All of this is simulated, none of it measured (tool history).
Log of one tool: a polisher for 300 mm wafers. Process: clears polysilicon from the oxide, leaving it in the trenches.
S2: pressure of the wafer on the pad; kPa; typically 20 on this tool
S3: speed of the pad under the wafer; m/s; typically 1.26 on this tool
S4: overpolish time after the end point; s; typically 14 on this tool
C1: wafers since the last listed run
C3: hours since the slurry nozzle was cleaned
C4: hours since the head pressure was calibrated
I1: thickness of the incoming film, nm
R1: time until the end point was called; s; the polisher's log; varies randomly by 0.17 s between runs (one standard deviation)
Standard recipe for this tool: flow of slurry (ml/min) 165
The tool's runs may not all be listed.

run 1 hour=0 | flow_of_slurry_(ml/min)=165 S2=20 S3=1.26 S4=14 | C1=0 wafers_polished_on_this_pad=30 C3=473.1 C4=1184.2 | I1=359.2 | R1=18.3
run 2 hour=7.2 | flow_of_slurry_(ml/min)=165 S2=20 S3=1.26 S4=14 | C1=73 wafers_polished_on_this_pad=104 C3=480.3 C4=1191.4 | I1=357.4 | R1=18.1
run 3 hour=16.2 | flow_of_slurry_(ml/min)=165 S2=20 S3=1.26 S4=14 | C1=92 wafers_polished_on_this_pad=196 C3=489.3 C4=1200.4 | I1=354.3 | R1=17.9
run 4 hour=26.8 | flow_of_slurry_(ml/min)=165 S2=20 S3=1.26 S4=20 | C1=108 wafers_polished_on_this_pad=305 C3=499.9 C4=1211 | I1=363 | R1=18.4
run 5 hour=47 | flow_of_slurry_(ml/min)=165 S2=20 S3=1.26 S4=14 | C1=207 wafers_polished_on_this_pad=513 C3=520.1 C4=1231.2 | I1=360.1 | R1=18.9
run 6 hour=57.7 | flow_of_slurry_(ml/min)=165 S2=20 S3=1.26 S4=14 | C1=109 wafers_polished_on_this_pad=622 C3=530.8 C4=1241.9 | I1=355.5 | R1=18.6
run 7 hour=69 | flow_of_slurry_(ml/min)=165 S2=20 S3=1.26 S4=14 | C1=115 wafers_polished_on_this_pad=738 C3=542.1 C4=1253.2 | I1=368.5 | R1=19.2
-- hour=82.3 worn pad replaced by a new one
run 8 hour=82.8 | flow_of_slurry_(ml/min)=165 S2=20 S3=1.26 S4=14 | C1=100 wafers_polished_on_this_pad=5 C3=555.9 C4=1267 | I1=354.6 | R1=18.3
run 9 hour=87.5 | flow_of_slurry_(ml/min)=165 S2=20 S3=1.26 S4=14 | C1=48 wafers_polished_on_this_pad=53 C3=560.6 C4=1271.7 | I1=361.2 | R1=18.7
run 10 hour=94.3 | flow_of_slurry_(ml/min)=165 S2=20 S3=1.26 S4=14 | C1=69 wafers_polished_on_this_pad=123 C3=567.4 C4=1278.5 | I1=362 | R1=18.6
run 11 hour=121.8 | flow_of_slurry_(ml/min)=165 S2=20 S3=1.26 S4=14 | C1=282 wafers_polished_on_this_pad=405 C3=594.9 C4=1306 | I1=358.8 | R1=18.6
run 12 hour=155.1 | flow_of_slurry_(ml/min)=195 S2=20 S3=1.5 S4=14 | C1=341 wafers_polished_on_this_pad=747 C3=628.2 C4=1339.3 | I1=356.4 | R1=15.6
-- hour=161.8 worn pad replaced by a new one
run 13 hour=167.6 | flow_of_slurry_(ml/min)=195 S2=20 S3=1.5 S4=14 | C1=87 wafers_polished_on_this_pad=59 C3=640.7 C4=1351.8 | I1=364.3 | R1=15.7
run 14 hour=177.5 | flow_of_slurry_(ml/min)=165 S2=15.2 S3=1.26 S4=9 | C1=101 wafers_polished_on_this_pad=161 C3=650.6 C4=1361.7 | I1=359.1 | R1=25.3
run 15 hour=185.1 | flow_of_slurry_(ml/min)=130 S2=17.9 S3=1.26 S4=14 | C1=78 wafers_polished_on_this_pad=239 C3=658.2 C4=1369.3 | I1=359.6 | R1=23.3
run 16 hour=199.8 | flow_of_slurry_(ml/min)=165 S2=20 S3=1.26 S4=14 | C1=150 wafers_polished_on_this_pad=390 C3=672.9 C4=1384 | I1=359.6 | R1=19
run 17 hour=216.1 | flow_of_slurry_(ml/min)=165 S2=20 S3=1.26 S4=14 | C1=167 wafers_polished_on_this_pad=557 C3=689.2 C4=1400.3 | I1=354.4 | R1=19.2
run 18 hour=226.2 | flow_of_slurry_(ml/min)=165 S2=20 S3=1.26 S4=14 | C1=103 wafers_polished_on_this_pad=661 C3=699.3 C4=1410.4 | I1=364.2 | R1=19.9
-- hour=232.6 head pressure recalibrated
run 19 hour=240.5 | flow_of_slurry_(ml/min)=210 S2=26.2 S3=1.58 S4=7 | C1=126 wafers_polished_on_this_pad=787 C3=713.6 C4=7.9 | I1=361.7 | R1=11.3
-- hour=245.2 worn pad replaced by a new one
run 20 hour=249.9 | flow_of_slurry_(ml/min)=140 S2=20 S3=1.26 S4=16 | C1=55 wafers_polished_on_this_pad=48 C3=723 C4=17.3 | I1=356 | R1=20.7
run 21 hour=257.2 | flow_of_slurry_(ml/min)=145 S2=13.8 S3=1.26 S4=14 | C1=74 wafers_polished_on_this_pad=123 C3=730.3 C4=24.6 | I1=358.2 | R1=30.2
-- hour=264 slurry nozzle cleaned
run 22 hour=274.1 | flow_of_slurry_(ml/min)=145 S2=25.5 S3=0.92 S4=14 | C1=163 wafers_polished_on_this_pad=286 C3=10.1 C4=41.5 | I1=357.6 | R1=19.4
run 23 hour=290.8 | flow_of_slurry_(ml/min)=165 S2=20 S3=1.26 S4=14 | C1=171 wafers_polished_on_this_pad=458 C3=26.8 C4=58.2 | I1=355 | R1=17.5
run 24 hour=301.6 | flow_of_slurry_(ml/min)=165 S2=22.8 S3=1.26 S4=16 | C1=110 wafers_polished_on_this_pad=568 C3=37.6 C4=69 | I1=355.9 | R1=15.4
-- hour=315.8 worn pad replaced by a new one
run 25 hour=335.5 | flow_of_slurry_(ml/min)=165 S2=20 S3=1.26 S4=14 | C1=306 wafers_polished_on_this_pad=202 C3=71.5 C4=102.9 | I1=358 | R1=17.7
run 26 hour=345.5 | flow_of_slurry_(ml/min)=165 S2=20 S3=1.38 S4=20 | C1=102 wafers_polished_on_this_pad=304 C3=81.5 C4=112.9 | I1=356.8 | R1=16
run 27 hour=353.8 | flow_of_slurry_(ml/min)=165 S2=20 S3=1.42 S4=14 | C1=85 wafers_polished_on_this_pad=390 C3=89.8 C4=121.2 | I1=360.1 | R1=15.8

The tool's hidden state at each run:
removal rate lost through wear of the pad, %: 0 at every run
deviation of the head's pressure from its setpoint, %: 0 at every run
H1: slurry flow missing at the pad, %
run=1 H1=17.4
run=2 H1=17.9
run=3 H1=18.4
run=4 H1=19.1
run=5 H1=20.4
run=6 H1=21.1
run=7 H1=21.9
run=8 H1=22.8
run=9 H1=23.2
run=10 H1=23.7
run=11 H1=25.7
run=12 H1=28.3
run=13 H1=29.3
run=14 H1=30.1
run=15 H1=30.7
run=16 H1=32
run=17 H1=33.4
run=18 H1=34.3
run=19 H1=35.5
run=20 H1=36.4
run=21 H1=37.1
run=22 H1=1.97
run=23 H1=2
run=24 H1=2.05
run=25 H1=2.28
run=26 H1=2.38
run=27 H1=2.47
